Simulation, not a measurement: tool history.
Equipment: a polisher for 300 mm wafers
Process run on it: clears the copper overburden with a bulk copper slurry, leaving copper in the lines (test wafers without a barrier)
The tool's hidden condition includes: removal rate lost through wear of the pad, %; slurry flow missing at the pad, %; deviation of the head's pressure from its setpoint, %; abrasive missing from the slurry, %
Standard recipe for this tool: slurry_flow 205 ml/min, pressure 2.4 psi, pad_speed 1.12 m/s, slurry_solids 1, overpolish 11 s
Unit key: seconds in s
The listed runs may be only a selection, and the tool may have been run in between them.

run	hour	slurry_flow	pressure	pad_speed	slurry_solids	overpolish	wafers since the last listed run	wafers polished on this pad	hours since the slurry nozzle was cleaned	hours since the head pressure was calibrated	hours since the slurry blender was calibrated	incoming thickness of the incoming film, nm	seconds
1	0	205	2.4	0.9	1	11	0	1137	52.7	49.9	299	722.3	88.4
# hour 24.4: worn pad replaced by a new one
2	34	205	2.8	1.12	1	6	150	48	86.7	83.9	333	740.2	68
3	47.5	205	2.8	1.12	1	6	67	115	100.2	97.4	346.5	728.7	65.9
4	64.1	205	2.8	1.12	1	6	83	199	116.8	114	363.1	730.5	65.5
5	95	205	2.4	1.12	1	11	155	354	147.7	144.9	394	716.4	72.2
6	109.4	205	2.4	1.3	1	11	72	426	162.1	159.3	408.4	741.3	65.8
7	122.2	205	2.4	1.3	1	11	64	490	174.9	172.1	421.2	743.1	64.9
8	136.2	145	2.4	0.94	0.9	16	70	561	188.9	186.1	435.2	742.1	93.5
# hour 142.7: slurry blender recalibrated
9	156.2	205	2.4	1.12	1	11	90	651	208.9	206.1	13.5	732.1	75.2
10	172.7	205	2.4	1.12	1	11	82	734	225.4	222.6	30	731.6	74.1
11	207	205	2.4	1.52	0.7	8	172	906	259.7	256.9	64.3	740.2	61.4
12	235.2	225	2.4	1.12	1	11	141	1047	287.9	285.1	92.5	732.9	72.3
# hour 256.6: worn pad replaced by a new one
13	264	265	1.7	1.12	1.25	7	124	36	316.7	313.9	121.3	720.3	84.8
14	284.9	205	2.4	1.38	1.1	15	104	141	337.6	334.8	142.2	718.5	58.4
15	303.1	175	2.4	0.9	1.25	11	91	233	355.8	353	160.4	733.5	88.4
16	334.3	205	1.9	1.12	1	11	156	389	387	384.2	191.6	740.8	89
17	351.7	140	2.4	1.44	1	11	87	477	404.4	401.6	209	731.6	62.9
18	385.4	205	2.4	1.12	1	11	169	646	438.1	435.3	242.7	722.2	73.4
19	404.8	255	1.6	1.12	1	13	97	743	457.5	454.7	262.1	721.2	91.9
20	439.9	205	1.8	1.46	0.7	11	176	919	492.6	489.8	297.2	734.1	77.5
21	466.7	205	2.4	1.12	1	11	134	1054	519.4	516.6	324	730.5	73.4
# hour 485.1: worn pad replaced by a new one
22	491	205	2.4	1.34	1	11	101	29	543.7	540.9	348.3	739.4	63.7
23	516.4	205	2.4	0.72	1	11	127	157	569.1	566.3	373.7	741	112.2
24	544.5	205	2.4	1	1	11	141	298	597.2	594.4	401.8	727.9	82.2
# hour 632.5: slurry blender recalibrated
25	648.5	205	2.4	1.12	1	11	511	810	701.2	698.4	16	733.2	75.1
26	673.2	205	2.4	1.5	1	11	123	934	725.9	723.1	40.7	736.9	57.4
27	691.2	180	2.4	0.72	1	11	90	1024	743.9	741.1	58.7	735.5	112.4
# hour 696.6: worn pad replaced by a new one
28	726.7	145	2.4	1.12	0.75	11	158	150	779.4	776.6	94.2	720.3	83.5

What the log doesn't show, run by run:
removal rate lost through wear of the pad, %: 0 at every run
slurry flow missing at the pad, %: 0 at every run
deviation of the head's pressure from its setpoint, %: 0 at every run
abrasive missing from the slurry, %: 0 at every run

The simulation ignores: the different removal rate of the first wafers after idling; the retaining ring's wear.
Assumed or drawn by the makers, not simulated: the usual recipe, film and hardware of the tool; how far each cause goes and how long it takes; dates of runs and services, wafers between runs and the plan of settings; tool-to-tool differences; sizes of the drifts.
